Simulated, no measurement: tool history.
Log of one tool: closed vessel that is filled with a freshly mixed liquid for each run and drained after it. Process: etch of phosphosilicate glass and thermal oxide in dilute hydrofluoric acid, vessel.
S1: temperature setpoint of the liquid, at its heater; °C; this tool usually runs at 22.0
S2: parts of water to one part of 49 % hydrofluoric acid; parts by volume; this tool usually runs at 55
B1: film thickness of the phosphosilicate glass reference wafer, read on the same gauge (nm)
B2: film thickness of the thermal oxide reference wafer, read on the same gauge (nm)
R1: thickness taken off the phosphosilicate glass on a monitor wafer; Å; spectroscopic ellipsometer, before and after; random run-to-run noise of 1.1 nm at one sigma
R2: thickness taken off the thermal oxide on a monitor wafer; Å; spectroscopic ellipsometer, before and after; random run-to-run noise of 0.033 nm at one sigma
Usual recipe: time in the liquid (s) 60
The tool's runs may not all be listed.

run 1 hour=0.0 | S1=22.0 S2=55 time_in_the_liquid_(s)=60 | B1=49.99 B2=150.00 | R1=1893.8 R2=47.8
run 2 hour=15.6 | S1=22.0 S2=55 time_in_the_liquid_(s)=60 | B1=49.98 B2=149.98 | R1=1878.0 R2=48.1
run 3 hour=45.2 | S1=22.0 S2=55 time_in_the_liquid_(s)=60 | B1=50.01 B2=149.99 | R1=1908.2 R2=47.3
run 4 hour=65.4 | S1=18.0 S2=55 time_in_the_liquid_(s)=60 | B1=49.97 B2=150.00 | R1=1600.5 R2=40.0
run 5 hour=86.7 | S1=18.0 S2=55 time_in_the_liquid_(s)=60 | B1=49.99 B2=149.99 | R1=1597.4 R2=40.6
run 6 hour=105.3 | S1=18.0 S2=55 time_in_the_liquid_(s)=60 | B1=49.97 B2=150.02 | R1=1600.9 R2=40.2
run 7 hour=136.1 | S1=22.0 S2=50 time_in_the_liquid_(s)=35 | B1=49.98 B2=150.00 | R1=1212.1 R2=31.2
run 8 hour=160.9 | S1=22.0 S2=50 time_in_the_liquid_(s)=35 | B1=50.02 B2=149.98 | R1=1218.4 R2=31.0
run 9 hour=188.8 | S1=20.5 S2=55 time_in_the_liquid_(s)=60 | B1=49.96 B2=149.96 | R1=1767.1 R2=45.3
run 10 hour=200.9 | S1=25.5 S2=55 time_in_the_liquid_(s)=60 | B1=49.99 B2=150.01 | R1=2183.1 R2=55.5
run 11 hour=224.4 | S1=25.5 S2=35 time_in_the_liquid_(s)=35 | B1=50.00 B2=149.99 | R1=2060.9 R2=51.9
run 12 hour=260.0 | S1=22.0 S2=55 time_in_the_liquid_(s)=60 | B1=49.98 B2=149.98 | R1=1897.8 R2=47.9
run 13 hour=273.4 | S1=27.0 S2=45 time_in_the_liquid_(s)=60 | B1=50.01 B2=149.96 | R1=2875.8 R2=72.8
run 14 hour=292.6 | S1=22.0 S2=55 time_in_the_liquid_(s)=60 | B1=49.99 B2=149.98 | R1=1880.5 R2=48.1
run 15 hour=328.0 | S1=22.0 S2=45 time_in_the_liquid_(s)=60 | B1=49.98 B2=150.02 | R1=2344.2 R2=59.4
run 16 hour=360.3 | S1=26.5 S2=45 time_in_the_liquid_(s)=75 | B1=50.00 B2=150.03 | R1=3540.1 R2=89.0
run 17 hour=394.4 | S1=25.0 S2=45 time_in_the_liquid_(s)=30 | B1=49.98 B2=150.01 | R1=1327.0 R2=33.5
run 18 hour=417.2 | S1=19.0 S2=35 time_in_the_liquid_(s)=95 | B1=50.00 B2=149.99 | R1=4261.3 R2=106.9
run 19 hour=432.1 | S1=26.0 S2=65 time_in_the_liquid_(s)=50 | B1=50.00 B2=150.01 | R1=1563.6 R2=39.0
run 20 hour=464.4 | S1=20.0 S2=30 time_in_the_liquid_(s)=45 | B1=49.99 B2=149.98 | R1=2478.6 R2=62.8
run 21 hour=497.3 | S1=22.0 S2=55 time_in_the_liquid_(s)=60 | B1=49.96 B2=149.98 | R1=1898.8 R2=47.9
run 22 hour=524.0 | S1=25.5 S2=55 time_in_the_liquid_(s)=60 | B1=50.00 B2=149.97 | R1=2170.4 R2=55.4
run 23 hour=558.3 | S1=19.5 S2=55 time_in_the_liquid_(s)=30 | B1=49.99 B2=150.01 | R1=852.4 R2=21.4
run 24 hour=592.8 | S1=22.0 S2=55 time_in_the_liquid_(s)=60 | B1=50.01 B2=149.99 | R1=1891.4 R2=47.7
run 25 hour=609.6 | S1=22.0 S2=25 time_in_the_liquid_(s)=60 | B1=50.01 B2=149.99 | R1=4313.1 R2=110.5
run 26 hour=622.8 | S1=22.0 S2=55 time_in_the_liquid_(s)=60 | B1=50.03 B2=149.99 | R1=1891.5 R2=48.2

The log once held 3 entries between its listed runs, left out of this copy. Where does each go, and what is different about the tool's unlogged condition between the listed run before it and the listed run after it?
From run 9 to run 10: thermometer replaced (hour 195.3)
  nothing in the hidden state changes from one run to the other
From run 11 to run 12: hydrofluoric acid flow meter replaced (hour 237.0); gauge calibrated (hour 241.8)
  nothing in the hidden state changes from one run to the other
